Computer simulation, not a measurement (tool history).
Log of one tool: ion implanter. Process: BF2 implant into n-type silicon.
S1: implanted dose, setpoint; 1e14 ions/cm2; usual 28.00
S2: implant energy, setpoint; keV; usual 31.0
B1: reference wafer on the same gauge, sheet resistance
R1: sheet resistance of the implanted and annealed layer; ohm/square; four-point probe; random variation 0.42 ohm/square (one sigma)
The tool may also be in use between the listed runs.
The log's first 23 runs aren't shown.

run	hour	S1	S2	B1	R1
# hour 568.4: extraction supply calibrated
24	568.9	19.90	34.0	114.61	126.05
25	582.4	28.00	31.0	114.89	129.22
26	604.7	31.73	27.0	114.80	137.25
# hour 606.4: gauge calibrated
# hour 619.4: Faraday cup replaced and dose calibrated
27	620.0	28.00	31.0	112.94	127.12
28	651.1	22.24	24.5	113.01	144.75
29	673.2	25.56	23.0	113.15	147.50
30	695.8	31.71	40.0	113.17	110.42
31	714.7	28.00	31.0	113.17	127.34
32	745.1	28.00	31.0	113.33	127.50
33	771.2	28.00	39.5	113.38	112.19
34	790.9	23.33	39.5	113.36	113.40
35	815.5	28.00	31.0	113.55	127.84
36	851.0	32.28	20.5	113.58	153.38

Forecast each of these 5 alternatives for the next run:
A	851.4	28.00	26.5	?	?
B	851.4	30.90	37.0	?	?
C	851.4	23.67	42.0	?	?
D	851.4	28.00	25.0	?	?
E	851.4	23.61	31.0	?	?

run	B1	R1
A	113.67	138.52
B	113.67	116.14
C	113.67	110.24
D	113.67	142.44
E	113.67	129.30
Without the tool's hidden state the same runs would have given:
run	R1
A	137.78
B	115.52
C	109.65
D	141.68
E	128.61
